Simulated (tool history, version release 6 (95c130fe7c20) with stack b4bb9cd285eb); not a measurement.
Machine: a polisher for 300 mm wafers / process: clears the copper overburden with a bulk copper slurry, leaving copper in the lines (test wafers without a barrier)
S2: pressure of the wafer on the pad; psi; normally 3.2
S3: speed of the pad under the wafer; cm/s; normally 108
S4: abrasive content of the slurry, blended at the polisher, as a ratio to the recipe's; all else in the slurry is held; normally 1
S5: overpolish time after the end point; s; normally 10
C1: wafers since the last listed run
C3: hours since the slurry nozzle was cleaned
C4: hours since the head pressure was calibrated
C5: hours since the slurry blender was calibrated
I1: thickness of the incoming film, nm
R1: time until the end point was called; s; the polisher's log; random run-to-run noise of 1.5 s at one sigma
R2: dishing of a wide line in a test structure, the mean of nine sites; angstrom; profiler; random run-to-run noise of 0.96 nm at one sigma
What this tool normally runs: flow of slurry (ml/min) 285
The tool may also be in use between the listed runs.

{"run": 1, "hour": 0.0, "flow of slurry (ml/min)": 315, "S2": 3.2, "S3": 108, "S4": 1.1, "S5": 10, "C1": 0, "wafers polished on this pad": 5, "C3": 62, "C4": 588, "C5": 106.1, "I1": 1573.2, "R1": 127.6, "R2": 630}
{"run": 2, "hour": 17.8, "flow of slurry (ml/min)": 315, "S2": 3.2, "S3": 108, "S4": 1.1, "S5": 10, "C1": 115, "wafers polished on this pad": 120, "C3": 79.8, "C4": 605.8, "C5": 123.9, "I1": 1539.5, "R1": 129.9, "R2": 610}
{"run": 3, "hour": 29.3, "flow of slurry (ml/min)": 285, "S2": 3.6, "S3": 108, "S4": 1, "S5": 10, "C1": 74, "wafers polished on this pad": 195, "C3": 91.3, "C4": 617.3, "C5": 135.4, "I1": 1550.4, "R1": 125, "R2": 653}
{"run": 4, "hour": 39.2, "flow of slurry (ml/min)": 285, "S2": 3.6, "S3": 108, "S4": 1, "S5": 10, "C1": 64, "wafers polished on this pad": 259, "C3": 101.2, "C4": 627.2, "C5": 145.3, "I1": 1572, "R1": 126.1, "R2": 636}
{"run": 5, "hour": 56.2, "flow of slurry (ml/min)": 285, "S2": 3.2, "S3": 108, "S4": 1, "S5": 10, "C1": 110, "wafers polished on this pad": 370, "C3": 118.2, "C4": 644.2, "C5": 162.3, "I1": 1565.7, "R1": 136.7, "R2": 589}
{"run": 6, "hour": 66.8, "flow of slurry (ml/min)": 285, "S2": 3.2, "S3": 92, "S4": 1, "S5": 10, "C1": 68, "wafers polished on this pad": 438, "C3": 128.8, "C4": 654.8, "C5": 172.9, "I1": 1567.7, "R1": 156.8, "R2": 535}
{"hour": 75.4, "done": "worn pad replaced by a new one"}
{"run": 7, "hour": 78.7, "flow of slurry (ml/min)": 285, "S2": 3.2, "S3": 108, "S4": 1, "S5": 10, "C1": 51, "wafers polished on this pad": 21, "C3": 140.7, "C4": 666.7, "C5": 184.8, "I1": 1546, "R1": 136.3, "R2": 594}
{"run": 8, "hour": 92.3, "flow of slurry (ml/min)": 285, "S2": 3.2, "S3": 108, "S4": 1, "S5": 10, "C1": 88, "wafers polished on this pad": 109, "C3": 154.3, "C4": 680.3, "C5": 198.4, "I1": 1590.9, "R1": 140.8, "R2": 581}
{"hour": 96.9, "done": "head pressure recalibrated"}
{"run": 9, "hour": 104.5, "flow of slurry (ml/min)": 285, "S2": 3.2, "S3": 108, "S4": 1, "S5": 10, "C1": 66, "wafers polished on this pad": 175, "C3": 166.5, "C4": 7.6, "C5": 210.6, "I1": 1580.3, "R1": 139.2, "R2": 595}
{"run": 10, "hour": 114.0, "flow of slurry (ml/min)": 285, "S2": 3.2, "S3": 108, "S4": 1, "S5": 10, "C1": 61, "wafers polished on this pad": 237, "C3": 176, "C4": 17.1, "C5": 220.1, "I1": 1551.5, "R1": 139.8, "R2": 589}
{"run": 11, "hour": 130.3, "flow of slurry (ml/min)": 285, "S2": 3.2, "S3": 108, "S4": 0.9, "S5": 10, "C1": 105, "wafers polished on this pad": 343, "C3": 192.3, "C4": 33.4, "C5": 236.4, "I1": 1563.5, "R1": 140.9, "R2": 584}
{"hour": 146.8, "done": "worn pad replaced by a new one"}
{"run": 12, "hour": 148.3, "flow of slurry (ml/min)": 285, "S2": 3.2, "S3": 98, "S4": 0.85, "S5": 10, "C1": 90, "wafers polished on this pad": 9, "C3": 210.3, "C4": 51.4, "C5": 254.4, "I1": 1562.8, "R1": 158.1, "R2": 537}
{"run": 13, "hour": 158.1, "flow of slurry (ml/min)": 330, "S2": 3.2, "S3": 108, "S4": 1, "S5": 10, "C1": 63, "wafers polished on this pad": 73, "C3": 220.1, "C4": 61.2, "C5": 264.2, "I1": 1582.6, "R1": 139.9, "R2": 598}
{"hour": 160.6, "done": "slurry blender recalibrated"}
{"run": 14, "hour": 175.0, "flow of slurry (ml/min)": 285, "S2": 2.2, "S3": 108, "S4": 0.75, "S5": 10, "C1": 96, "wafers polished on this pad": 169, "C3": 237, "C4": 78.1, "C5": 14.4, "I1": 1566.8, "R1": 191.3, "R2": 461}
{"run": 15, "hour": 187.5, "flow of slurry (ml/min)": 285, "S2": 3.2, "S3": 108, "S4": 1, "S5": 10, "C1": 81, "wafers polished on this pad": 250, "C3": 249.5, "C4": 90.6, "C5": 26.9, "I1": 1559, "R1": 140.8, "R2": 580}
{"hour": 190.8, "done": "slurry nozzle cleaned"}
{"run": 16, "hour": 201.5, "flow of slurry (ml/min)": 255, "S2": 2.9, "S3": 108, "S4": 1, "S5": 10, "C1": 84, "wafers polished on this pad": 335, "C3": 10.7, "C4": 104.6, "C5": 40.9, "I1": 1556.3, "R1": 142.5, "R2": 580}
{"run": 17, "hour": 207.7, "flow of slurry (ml/min)": 320, "S2": 2.1, "S3": 108, "S4": 1.25, "S5": 14, "C1": 40, "wafers polished on this pad": 375, "C3": 16.9, "C4": 110.8, "C5": 47.1, "I1": 1569, "R1": 163.8, "R2": 622}
{"hour": 216.0, "done": "worn pad replaced by a new one"}
{"run": 18, "hour": 216.5, "flow of slurry (ml/min)": 320, "S2": 2.1, "S3": 108, "S4": 1.25, "S5": 14, "C1": 31, "wafers polished on this pad": 3, "C3": 25.7, "C4": 119.6, "C5": 55.9, "I1": 1587.5, "R1": 165.8, "R2": 630}
{"run": 19, "hour": 223.7, "flow of slurry (ml/min)": 250, "S2": 3.2, "S3": 108, "S4": 0.75, "S5": 10, "C1": 46, "wafers polished on this pad": 49, "C3": 32.9, "C4": 126.8, "C5": 63.1, "I1": 1557.2, "R1": 141.3, "R2": 578}
{"run": 20, "hour": 236.2, "flow of slurry (ml/min)": 285, "S2": 3.2, "S3": 108, "S4": 1, "S5": 10, "C1": 81, "wafers polished on this pad": 130, "C3": 45.4, "C4": 139.3, "C5": 75.6, "I1": 1544.3, "R1": 131, "R2": 614}
{"run": 21, "hour": 248.1, "flow of slurry (ml/min)": 195, "S2": 3.2, "S3": 108, "S4": 0.9, "S5": 13, "C1": 77, "wafers polished on this pad": 208, "C3": 57.3, "C4": 151.2, "C5": 87.5, "I1": 1574.3, "R1": 145.7, "R2": 663}
{"run": 22, "hour": 264.5, "flow of slurry (ml/min)": 285, "S2": 3.2, "S3": 108, "S4": 1, "S5": 10, "C1": 106, "wafers polished on this pad": 314, "C3": 73.7, "C4": 167.6, "C5": 103.9, "I1": 1579.7, "R1": 135.6, "R2": 600}

Predict each of these 5 candidate next runs independently; none follows another, all start after run 22:
{"run": "A", "hour": 265.0, "flow of slurry (ml/min)": 285, "S2": 3.2, "S3": 108, "S4": 1, "S5": 12, "C1": 3, "wafers polished on this pad": 317, "C3": 74.2, "C4": 168.1, "C5": 104.4, "I1": 1577.9, "R1": "?", "R2": "?"}
{"run": "B", "hour": 265.0, "flow of slurry (ml/min)": 285, "S2": 2.7, "S3": 130, "S4": 1.2, "S5": 10, "C1": 3, "wafers polished on this pad": 317, "C3": 74.2, "C4": 168.1, "C5": 104.4, "I1": 1577.9, "R1": "?", "R2": "?"}
{"run": "C", "hour": 265.0, "flow of slurry (ml/min)": 335, "S2": 3.2, "S3": 108, "S4": 1.25, "S5": 6, "C1": 3, "wafers polished on this pad": 317, "C3": 74.2, "C4": 168.1, "C5": 104.4, "I1": 1577.9, "R1": "?", "R2": "?"}
{"run": "D", "hour": 265.0, "flow of slurry (ml/min)": 380, "S2": 3.7, "S3": 108, "S4": 1, "S5": 10, "C1": 3, "wafers polished on this pad": 317, "C3": 74.2, "C4": 168.1, "C5": 104.4, "I1": 1577.9, "R1": "?", "R2": "?"}
{"run": "E", "hour": 265.0, "flow of slurry (ml/min)": 285, "S2": 2.6, "S3": 134, "S4": 1, "S5": 10, "C1": 3, "wafers polished on this pad": 317, "C3": 74.2, "C4": 168.1, "C5": 104.4, "I1": 1577.9, "R1": "?", "R2": "?"}

run=A R1=133.5 R2=686
run=B R1=125.3 R2=626
run=C R1=125.2 R2=440
run=D R1=115.7 R2=678
run=E R1=129.8 R2=610
With no hidden state in the tool, these same runs would have given:
run=A R1=127.6 R2=705
run=B R1=119.7 R2=644
run=C R1=120.4 R2=453
run=D R1=111.8 R2=693
run=E R1=124 R2=628
